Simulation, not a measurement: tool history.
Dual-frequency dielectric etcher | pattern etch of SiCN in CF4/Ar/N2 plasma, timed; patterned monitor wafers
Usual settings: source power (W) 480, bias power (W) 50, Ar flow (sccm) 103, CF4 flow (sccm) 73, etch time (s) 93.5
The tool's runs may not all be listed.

run	hour	source power (W)	bias power (W)	Ar flow (sccm)	CF4 flow (sccm)	etch time (s)	wafers since the last listed run	hours since the last wet clean	hours since the last source power generator calibration	hours since the last bias power generator calibration	hours since the last Ar flow controller change	hours since the last CF4 flow controller change	hours since the last upper electrode change	hours since the gauge calibration	read-back reference wafer on the same gauge, depth_nm	mean etch depth across the wafer (nm)
1	0.0	480	50	103	73	93.5	0	328.2	4650.5	4618.5	4860.7	3570.4	2943.8	332.0	60.7	66.0
2	6.1	480	50	103	73	93.5	66	334.3	4656.6	4624.6	4866.8	3576.5	2949.9	338.1	60.7	66.0
3	15.6	480	50	103	73	93.5	104	343.8	4666.1	4634.1	4876.3	3586.0	2959.4	347.6	60.7	66.0
4	27.5	480	50	103	73	93.5	130	355.7	4678.0	4646.0	4888.2	3597.9	2971.3	359.5	60.7	66.3
5	44.5	570	50	103	73	93.5	186	372.7	4695.0	4663.0	4905.2	3614.9	2988.3	376.5	60.7	78.1
6	52.9	570	50	103	73	93.5	92	381.1	4703.4	4671.4	4913.6	3623.3	2996.7	384.9	60.7	78.2
7	60.7	480	58	103	73	93.5	85	388.9	4711.2	4679.2	4921.4	3631.1	3004.5	392.7	60.7	69.0
8	74.5	480	58	103	73	93.5	151	402.7	4725.0	4693.0	4935.2	3644.9	3018.3	406.5	60.7	69.1
# hour 96.2: gauge calibrated
# hour 112.8: Ar flow controller replaced
# hour 135.7: wet clean of the chamber
9	136.2	480	58	103	73	93.5	360	0.5	4786.7	4754.7	23.4	3706.6	3080.0	40.0	60.7	69.6
# hour 173.0: source power generator calibrated
10	173.5	480	50	103	73	73.0	365	37.8	0.5	4792.0	60.7	3743.9	3117.3	77.3	60.6	51.8
11	183.6	480	57	103	73	93.5	110	47.9	10.6	4802.1	70.8	3754.0	3127.4	87.4	60.7	69.3
# hour 206.3: CF4 flow controller replaced
12	223.7	420	57	93	63	93.5	374	88.0	50.7	4842.2	110.9	17.4	3167.5	127.5	60.7	60.4
13	237.6	590	50	124	79	121.0	152	101.9	64.6	4856.1	124.8	31.3	3181.4	141.4	60.7	101.5
14	254.3	600	44	103	81	80.5	183	118.6	81.3	4872.8	141.5	48.0	3198.1	158.1	60.7	69.7
# hour 290.3: upper electrode replaced
# hour 292.9: bias power generator calibrated
15	293.4	480	50	80	65	93.5	137	157.7	120.4	0.5	180.6	87.1	3.1	197.2	60.7	69.5
16	321.7	480	61	103	73	85.0	310	186.0	148.7	28.8	208.9	115.4	31.4	225.5	60.7	64.0
17	330.7	480	50	103	73	93.5	98	195.0	157.7	37.8	217.9	124.4	40.4	234.5	60.7	66.2
18	347.7	480	50	103	73	102.5	186	212.0	174.7	54.8	234.9	141.4	57.4	251.5	60.7	72.6
19	356.9	480	50	103	73	93.5	100	221.2	183.9	64.0	244.1	150.6	66.6	260.7	60.7	66.2
20	364.4	480	50	80	88	93.5	82	228.7	191.4	71.5	251.6	158.1	74.1	268.2	60.7	73.1
21	370.7	480	50	103	73	93.5	69	235.0	197.7	77.8	257.9	164.4	80.4	274.5	60.7	66.1
22	386.0	480	57	79	73	71.5	167	250.3	213.0	93.1	273.2	179.7	95.7	289.8	60.7	56.5

Forecast each of these 3 alternatives for the next run:
A	386.4	480	43	103	73	93.5	4	250.7	213.4	93.5	273.6	180.1	96.1	290.2	?	?
B	386.4	420	50	103	78	93.5	4	250.7	213.4	93.5	273.6	180.1	96.1	290.2	?	?
C	386.4	480	50	91	60	93.5	4	250.7	213.4	93.5	273.6	180.1	96.1	290.2	?	?

run	read-back reference wafer on the same gauge, depth_nm	mean etch depth across the wafer (nm)
A	60.7	63.1
B	60.7	58.6
C	60.7	65.6
Without the tool's hidden state the same runs would have given:
run	mean etch depth across the wafer (nm)
A	63.4
B	58.9
C	66.0
